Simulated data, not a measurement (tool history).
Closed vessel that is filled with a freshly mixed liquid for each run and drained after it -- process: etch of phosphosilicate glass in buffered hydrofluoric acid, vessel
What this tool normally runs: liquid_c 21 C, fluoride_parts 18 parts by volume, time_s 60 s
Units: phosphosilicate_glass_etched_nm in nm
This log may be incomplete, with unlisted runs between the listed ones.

| run | hour | liquid_c | fluoride_parts | time_s | read-back film thickness of the phosphosilicate glass reference wafer, read on the same gauge (nm) | phosphosilicate_glass_etched_nm |
|---|---|---|---|---|---|---|
| 1 | 0 | 19.5 | 18 | 35 | 79.99 | 156.53 |
| 2 | 27.7 | 21 | 19.5 | 60 | 80.02 | 270.85 |
| 3 | 46.9 | 21 | 19.5 | 60 | 79.94 | 270.79 |
| 4 | 74.5 | 24.5 | 18 | 60 | 80.03 | 356.79 |
| 5 | 110 | 23.5 | 18 | 60 | 80.04 | 334.73 |
| 6 | 134.6 | 23.5 | 18 | 60 | 80.04 | 335.52 |
|  | 139.1 | gauge calibrated |
| 7 | 164.5 | 21 | 18 | 60 | 79.98 | 292.17 |
| 8 | 180.5 | 21 | 18 | 60 | 80.01 | 292.75 |
| 9 | 199.1 | 25.5 | 18 | 40 | 80.01 | 250.31 |

Run 10 comes next. What will it give?
|  | 210.2 | hydrofluoric acid flow meter replaced |
| 10 | 233.4 | 21 | 15.5 | 60 | ? | ? |

{"run 10": {"read-back film thickness of the phosphosilicate glass reference wafer, read on the same gauge (nm)": 79.96, "phosphosilicate_glass_etched_nm": 340.14}}
Take away the tool's hidden state, keep the run-to-run variation as it was, and the same run would have given phosphosilicate_glass_etched_nm 340.14 nm.
